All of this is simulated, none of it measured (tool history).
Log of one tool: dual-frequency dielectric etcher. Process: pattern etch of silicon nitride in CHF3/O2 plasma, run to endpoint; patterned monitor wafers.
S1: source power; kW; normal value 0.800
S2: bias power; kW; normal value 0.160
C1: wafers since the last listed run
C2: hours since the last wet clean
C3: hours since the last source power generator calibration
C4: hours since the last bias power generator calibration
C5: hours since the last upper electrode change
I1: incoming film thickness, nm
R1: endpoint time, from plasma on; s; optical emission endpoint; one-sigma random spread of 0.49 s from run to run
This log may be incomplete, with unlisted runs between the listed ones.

run	hour	S1	S2	C1	C2	C3	C4	C5	I1	R1
1	0.0	0.870	0.160	0	85.3	2541.4	4544.5	3302.9	100.2	65.7
2	31.5	0.900	0.160	235	116.8	2572.9	4576.0	3334.4	98.8	62.9
3	52.9	0.950	0.136	159	138.2	2594.3	4597.4	3355.8	99.8	66.7
4	87.8	0.950	0.136	260	173.1	2629.2	4632.3	3390.7	99.6	65.6
5	122.7	0.950	0.136	260	208.0	2664.1	4667.2	3425.6	100.1	66.7
6	144.3	0.800	0.160	161	229.6	2685.7	4688.8	3447.2	100.2	66.6
7	159.3	0.920	0.160	111	244.6	2700.7	4703.8	3462.2	99.5	64.1
8	256.7	0.920	0.160	726	342.0	2798.1	4801.2	3559.6	100.0	63.7
9	275.0	0.800	0.160	136	360.3	2816.4	4819.5	3577.9	99.1	65.1
10	294.1	0.800	0.160	142	379.4	2835.5	4838.6	3597.0	99.8	66.2
11	321.9	0.800	0.160	207	407.2	2863.3	4866.4	3624.8	99.7	66.1
12	334.3	0.800	0.160	92	419.6	2875.7	4878.8	3637.2	100.7	66.3
13	359.0	0.680	0.189	184	444.3	2900.4	4903.5	3661.9	101.2	67.4
14	389.4	0.890	0.145	226	474.7	2930.8	4933.9	3692.3	99.0	65.1

Forecast run 15:
15	404.4	0.670	0.146	111	489.7	2945.8	4948.9	3707.3	100.7	?

Run 15 measured R1 72.2 s.
The same run, on a tool lacking any hidden state, would have yielded R1 72.2 s.
